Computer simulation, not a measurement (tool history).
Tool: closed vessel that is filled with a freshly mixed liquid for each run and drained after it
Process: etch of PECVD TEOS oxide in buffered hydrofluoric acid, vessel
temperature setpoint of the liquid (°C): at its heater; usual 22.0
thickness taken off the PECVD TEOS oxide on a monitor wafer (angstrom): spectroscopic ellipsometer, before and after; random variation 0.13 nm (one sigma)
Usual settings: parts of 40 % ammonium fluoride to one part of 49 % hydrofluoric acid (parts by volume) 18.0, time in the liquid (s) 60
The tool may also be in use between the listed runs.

run	hour	temperature setpoint of the liquid (°C)	parts of 40 % ammonium fluoride to one part of 49 % hydrofluoric acid (parts by volume)	time in the liquid (s)	read-back film thickness of the PECVD TEOS oxide reference wafer, read on the same gauge (nm)	thickness taken off the PECVD TEOS oxide on a monitor wafer (angstrom)
1	0.0	22.0	18.0	60	150.00	388.1
2	14.9	22.0	18.0	60	149.98	387.6
3	31.7	22.0	18.0	60	150.00	388.2
4	48.6	22.0	18.0	60	150.02	387.1
5	58.0	22.0	18.0	60	149.99	384.8
6	76.9	22.0	18.0	60	149.98	386.9
7	88.4	22.0	18.0	60	149.98	384.8
8	105.6	25.0	18.0	60	150.00	456.8
9	116.7	25.0	18.0	60	150.00	455.4
10	126.5	22.0	18.0	40	149.97	257.7
11	136.6	22.0	18.0	40	149.99	255.3
12	144.9	18.5	18.0	60	149.99	316.5
# hour 156.6: hydrofluoric acid flow meter replaced
13	160.7	18.5	18.0	60	150.02	313.6
14	168.3	18.5	18.0	60	149.98	314.3
15	179.6	24.0	18.0	60	149.97	429.9
16	191.3	24.0	18.0	60	149.99	427.8
17	224.3	22.0	13.0	75	150.00	661.1
18	232.1	19.5	18.0	30	150.02	165.3
19	241.4	25.0	18.0	60	149.98	454.1
20	250.7	18.0	23.5	90	149.99	367.2
21	260.5	22.0	18.0	95	149.98	605.9
22	275.9	22.0	12.5	60	150.01	546.5
23	290.6	22.0	12.0	75	149.97	708.3
# hour 334.7: thermometer replaced
24	335.2	22.0	22.5	60	149.99	365.2
25	347.8	22.0	18.0	60	149.99	439.4
# hour 361.2: gauge calibrated
26	363.9	22.0	18.0	30	150.02	219.6
27	375.7	22.0	15.0	70	149.99	614.0
28	390.0	23.5	18.0	35	150.02	278.5
29	399.4	24.0	18.0	40	149.99	326.8
30	413.4	22.0	18.0	60	149.99	439.5
31	428.8	22.0	12.0	85	150.02	922.8
32	436.6	20.0	24.0	60	150.00	311.7
33	446.5	22.0	18.0	60	149.99	437.4
34	485.8	22.0	18.0	80	149.99	583.6

3 ways to go on from here, each from the tool as it stands after run 34. What would each give?
A	486.5	17.5	18.0	60	?	?
B	486.5	25.5	11.0	40	?	?
C	486.5	22.0	18.0	90	?	?

run	read-back film thickness of the PECVD TEOS oxide reference wafer, read on the same gauge (nm)	thickness taken off the PECVD TEOS oxide on a monitor wafer (angstrom)
A	149.97	341.1
B	149.97	575.2
C	149.97	659.1
Without the tool's hidden state the same runs would have given:
run	thickness taken off the PECVD TEOS oxide on a monitor wafer (angstrom)
A	344.4
B	580.5
C	665.3
